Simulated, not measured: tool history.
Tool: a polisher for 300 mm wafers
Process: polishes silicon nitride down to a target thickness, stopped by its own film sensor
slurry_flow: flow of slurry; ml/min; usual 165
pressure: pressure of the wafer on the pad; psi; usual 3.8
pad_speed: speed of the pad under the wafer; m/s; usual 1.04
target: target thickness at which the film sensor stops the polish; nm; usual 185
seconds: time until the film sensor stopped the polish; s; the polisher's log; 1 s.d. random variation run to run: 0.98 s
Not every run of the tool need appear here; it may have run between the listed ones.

run	day	slurry_flow	pressure	pad_speed	target	incoming thickness of the incoming film, nm	seconds
1	0	165	3.8	1.04	185	321.9	91.5
2	2.179	165	3.8	1.04	185	322.2	96
# day 3.438: worn pad replaced by a new one
3	3.458	165	3.8	1.04	185	322.2	83
4	6.175	165	3.8	1.04	185	325	87.7
# day 6.683: slurry nozzle cleaned
5	8.454	165	3.8	1.04	185	321.4	74.3
6	11.25	165	3.8	1.04	185	317.4	75.6
7	13.254	165	3.8	1.04	185	317.4	81.4
# day 14.875: worn pad replaced by a new one
8	15.542	165	3.8	1.04	185	323.9	76.1
9	18.542	165	3.8	1.04	185	315.6	74.6
10	20.138	165	3.8	1.04	185	318.1	78
11	22.079	165	3.8	1.04	185	325.9	86.8
12	24.779	165	3.8	1.04	185	316.6	82.5
# day 27.629: head pressure recalibrated
13	27.65	165	3.8	1.04	185	323.6	94.9
# day 28.275: worn pad replaced by a new one
14	28.942	165	3.8	1.04	185	318.3	78.8
15	31.2	165	3.8	1.04	185	320.4	82.1
16	33.212	210	3.8	1.04	143	317.8	97.1
17	34.992	165	3.8	1.04	185	317.1	82.2
18	37.242	180	3.5	1.04	185	314.9	86.4
19	39.646	190	3.8	1.04	185	317.5	86.8
# day 41.629: worn pad replaced by a new one
20	42.392	165	3.8	1.04	185	322.1	81.2
21	43.967	165	3.8	1.04	185	325.2	86.2
# day 44.425: slurry nozzle cleaned
22	45.679	125	3.8	1.24	173	320.7	79.3
23	47.717	145	3.1	1.18	202	326.8	77
24	49.042	165	4.7	1.04	153	320.2	83.6
25	51.438	110	3.8	1.04	165	320	104.9
# day 53.408: worn pad replaced by a new one
26	53.575	130	2.8	1.2	173	319.1	97.4

What does the tool deliver on the next run?
27	55.088	180	3.8	0.7	226	325.9	?

seconds: 68.1 s
Minus the tool's unlogged condition, the same run would have read seconds 63.9 s.
